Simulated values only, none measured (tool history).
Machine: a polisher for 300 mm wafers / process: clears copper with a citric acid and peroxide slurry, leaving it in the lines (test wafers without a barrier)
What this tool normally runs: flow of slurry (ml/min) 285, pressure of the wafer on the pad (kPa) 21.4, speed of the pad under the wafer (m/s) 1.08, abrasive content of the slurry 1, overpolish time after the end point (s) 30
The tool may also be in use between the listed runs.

run    hour  flow of slurry (ml/min)  pressure of the wafer on the pad (kPa)  speed of the pad under the wafer (m/s)  abrasive content of the slurry  overpolish time after the end point (s)  incoming thickness of the incoming film, nm  time until the end point was called (s)  dishing of a wide line in a test structure (angstrom)
  1       0                      285                                    24.8                                    1.08                            1.05                                       30                                        203.5                                     95.1                                                    430
       21.5  -- worn pad replaced by a new one
  2    32.4                      285                                    24.8                                    1.08                            1.05                                       30                                        201.4                                       95                                                    431
  3   194.3                      285                                    21.4                                    1.08                               1                                       20                                        196.9                                    109.2                                                    275
  4   261.3                      365                                    21.4                                    1.08                               1                                       30                                          196                                    107.5                                                    375
        288  -- head pressure recalibrated
  5   295.2                      365                                    21.4                                    1.08                               1                                       30                                        203.1                                    113.3                                                    386
      316.2  -- slurry nozzle cleaned
      318.7  -- slurry blender recalibrated
  6   363.3                      285                                    26.2                                    0.94                               1                                       30                                        199.2                                    103.1                                                    403
      466.1  -- worn pad replaced by a new one
  7   484.3                      285                                    26.2                                    0.94                               1                                       30                                        202.7                                    105.2                                                    415
  8   533.9                      285                                    26.2                                    0.94                               1                                       30                                        200.7                                    104.3                                                    409
  9   562.9                      285                                    21.4                                     0.9                               1                                       30                                        195.7                                    128.2                                                    329
 10   591.3                      245                                    17.2                                     1.4                               1                                       30                                        202.5                                    107.5                                                    378
 11   660.9                      360                                    18.6                                    1.08                               1                                       30                                          202                                    126.1                                                    334
        683  -- head pressure recalibrated
 12   726.2                      285                                    21.4                                     0.8                             1.2                                       30                                        198.4                                    143.4                                                    300
      728.9  -- slurry blender recalibrated
 13   795.6                      285                                    26.9                                    1.08                               1                                       30                                        200.5                                     88.8                                                    478
 14   833.7                      285                                    21.4                                    1.08                               1                                       30                                        202.1                                    110.7                                                    387
      844.4  -- slurry nozzle cleaned
 15     861                      240                                    21.4                                    1.08                               1                                       39                                        198.4                                    110.8                                                    453
      877.4  -- worn pad replaced by a new one
 16   910.9                      315                                    21.4                                    1.08                               1                                       36                                        201.4                                    109.9                                                    441
 17   969.1                      285                                    21.4                                    1.08                               1                                       30                                        200.6                                    109.7                                                    373
 18  1041.1                      360                                    18.6                                    1.08                               1                                       30                                        197.8                                    123.2                                                    334
     1086.3  -- head pressure recalibrated
     1132.1  -- slurry blender recalibrated
 19  1132.8                      285                                    21.4                                    0.98                               1                                       36                                        198.1                                    119.2                                                    408
 20    1171                      285                                    26.2                                    0.94                               1                                       30                                        202.1                                    103.1                                                    402
 21  1235.8                      240                                    21.4                                    1.08                               1                                       25                                          199                                    110.6                                                    330
     1250.1  -- slurry nozzle cleaned
 22  1259.8                      285                                    21.4                                    1.08                               1                                       12                                        198.5                                    108.4                                                    178
     1304.4  -- worn pad replaced by a new one
 23  1312.2                      285                                    21.4                                    1.08                             1.2                                       30                                        196.4                                      105                                                    387
 24  1382.4                      285                                    21.4                                    1.34                               1                                       22                                        202.6                                     90.9                                                    339
 25    1430                      325                                    21.4                                    1.08                               1                                       30                                        197.7                                    107.9                                                    372
     1449.9  -- head pressure recalibrated
 26  1458.4                      285                                    21.4                                    1.08                               1                                       30                                        197.6                                    110.7                                                    377
 27  1508.2                      195                                    21.4                                    1.08                             0.8                                       35                                        200.5                                    120.3                                                    388
 28  1564.1                      285                                    21.4                                     1.4                               1                                       30                                          201                                     88.3                                                    463

Below are 4 alternative next runs, each starting from the tool's condition after run 28. Predict each:
  A  1564.6                      285                                    21.4                                    1.08                            0.85                                       30                                        200.1                                        ?                                                      ?
  B  1564.6                      315                                    23.4                                    1.08                               1                                       30                                        200.1                                        ?                                                      ?
  C  1564.6                      210                                    21.4                                    1.32                            0.85                                       30                                        200.1                                        ?                                                      ?
  D  1564.6                      215                                    21.4                                    1.08                               1                                       30                                        200.1                                        ?                                                      ?

run  time until the end point was called (s)  dishing of a wide line in a test structure (angstrom)
  A                                    115.9                                                    355
  B                                    102.3                                                    394
  C                                     97.5                                                    405
  D                                    114.9                                                    357
With no hidden state in the tool, these same runs would have given:
run  time until the end point was called (s)  dishing of a wide line in a test structure (angstrom)
  A                                    111.5                                                    366
  B                                     98.3                                                    406
  C                                     93.7                                                    417
  D                                    110.4                                                    369

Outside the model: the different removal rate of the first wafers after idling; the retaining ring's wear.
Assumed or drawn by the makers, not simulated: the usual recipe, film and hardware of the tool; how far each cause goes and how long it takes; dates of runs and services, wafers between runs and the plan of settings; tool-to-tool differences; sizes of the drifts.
